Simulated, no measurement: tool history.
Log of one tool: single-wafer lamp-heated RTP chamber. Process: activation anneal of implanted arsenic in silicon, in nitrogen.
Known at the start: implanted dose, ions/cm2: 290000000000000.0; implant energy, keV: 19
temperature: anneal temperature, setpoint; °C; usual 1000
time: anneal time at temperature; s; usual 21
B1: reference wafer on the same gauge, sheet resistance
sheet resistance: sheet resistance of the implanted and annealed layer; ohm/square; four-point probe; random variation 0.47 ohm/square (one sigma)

run 1 day=0 | temperature=1000 time=21 | B1=279.14 | sheet_resistance=309.87
run 2 day=1.45 | temperature=1000 time=21 | B1=279.09 | sheet_resistance=308.79
run 3 day=4.371 | temperature=1000 time=21 | B1=278.83 | sheet_resistance=309.23
run 4 day=6.196 | temperature=1000 time=21 | B1=278.79 | sheet_resistance=309.36
run 5 day=7.596 | temperature=1000 time=21 | B1=278.65 | sheet_resistance=309.28
run 6 day=9.308 | temperature=1000 time=21 | B1=278.51 | sheet_resistance=309.67
run 7 day=11.85 | temperature=1000 time=21 | B1=278.39 | sheet_resistance=308.69
-- day=13.092 pyrometer window cleaned and pyrometer calibrated
run 8 day=14.121 | temperature=1000 time=21 | B1=278.24 | sheet_resistance=308.73
run 9 day=16.788 | temperature=1000 time=21 | B1=278.16 | sheet_resistance=308.52
run 10 day=18.362 | temperature=1000 time=21 | B1=277.92 | sheet_resistance=308.65
run 11 day=19.633 | temperature=1000 time=30 | B1=277.85 | sheet_resistance=306.49
run 12 day=22.35 | temperature=1000 time=21 | B1=277.66 | sheet_resistance=308.22
-- day=23.054 gauge calibrated
-- day=26.042 reflector plate cleaned
-- day=26.796 pyrometer window cleaned and pyrometer calibrated
run 13 day=29.35 | temperature=1000 time=21 | B1=280.93 | sheet_resistance=311.14
run 14 day=32.225 | temperature=1000 time=21 | B1=280.75 | sheet_resistance=311.08
run 15 day=33.958 | temperature=1000 time=21 | B1=280.57 | sheet_resistance=311.27
run 16 day=35.692 | temperature=1000 time=24 | B1=280.45 | sheet_resistance=311.2
run 17 day=37.054 | temperature=980 time=21 | B1=280.43 | sheet_resistance=312.27
run 18 day=39.283 | temperature=983 time=10 | B1=280.11 | sheet_resistance=315.51
-- day=40.817 pyrometer window cleaned and pyrometer calibrated
run 19 day=41.792 | temperature=1000 time=10 | B1=280.09 | sheet_resistance=314.33
run 20 day=43.471 | temperature=992 time=33 | B1=279.91 | sheet_resistance=309.61
run 21 day=45.367 | temperature=1018 time=31 | B1=279.86 | sheet_resistance=305.98
run 22 day=46.383 | temperature=990 time=14 | B1=279.74 | sheet_resistance=312.61
run 23 day=48.488 | temperature=1028 time=21 | B1=279.64 | sheet_resistance=306.85
-- day=49.692 reflector plate cleaned
run 24 day=50.05 | temperature=1000 time=21 | B1=279.56 | sheet_resistance=310.06
run 25 day=52.662 | temperature=974 time=25 | B1=279.3 | sheet_resistance=312.17
run 26 day=53.779 | temperature=985 time=14 | B1=279.25 | sheet_resistance=313.25
run 27 day=55.108 | temperature=1000 time=21 | B1=279.2 | sheet_resistance=309.92
run 28 day=56.271 | temperature=1011 time=28 | B1=279.06 | sheet_resistance=306.51
-- day=57.112 pyrometer window cleaned and pyrometer calibrated
run 29 day=57.8 | temperature=1021 time=14 | B1=278.92 | sheet_resistance=309.35
run 30 day=60.617 | temperature=981 time=13 | B1=278.76 | sheet_resistance=313.87
run 31 day=62.1 | temperature=982 time=21 | B1=278.7 | sheet_resistance=310.65
run 32 day=64.354 | temperature=990 time=32 | B1=278.54 | sheet_resistance=308.26
run 33 day=65.912 | temperature=983 time=21 | B1=278.42 | sheet_resistance=310.23
run 34 day=67.888 | temperature=1019 time=32 | B1=278.26 | sheet_resistance=303.52
run 35 day=68.988 | temperature=990 time=14 | B1=278.23 | sheet_resistance=310.96
-- day=69.212 gauge calibrated
run 36 day=71.888 | temperature=987 time=14 | B1=280.83 | sheet_resistance=314.73
-- day=73.812 pyrometer window cleaned and pyrometer calibrated
run 37 day=73.833 | temperature=1000 time=30 | B1=280.78 | sheet_resistance=310.16

3 ways to go on from here, each from the tool as it stands after run 37. What would each give?
run A day=73.85 | temperature=972 time=21 | B1=? | sheet_resistance=?
run B day=73.85 | temperature=989 time=21 | B1=? | sheet_resistance=?
run C day=73.85 | temperature=1029 time=12 | B1=? | sheet_resistance=?

run=A B1=280.72 sheet_resistance=313.68
run=B B1=280.72 sheet_resistance=312.09
run=C B1=280.72 sheet_resistance=310.47
Without the tool's hidden state the same runs would have given:
run=A sheet_resistance=313.98
run=B sheet_resistance=312.39
run=C sheet_resistance=310.77
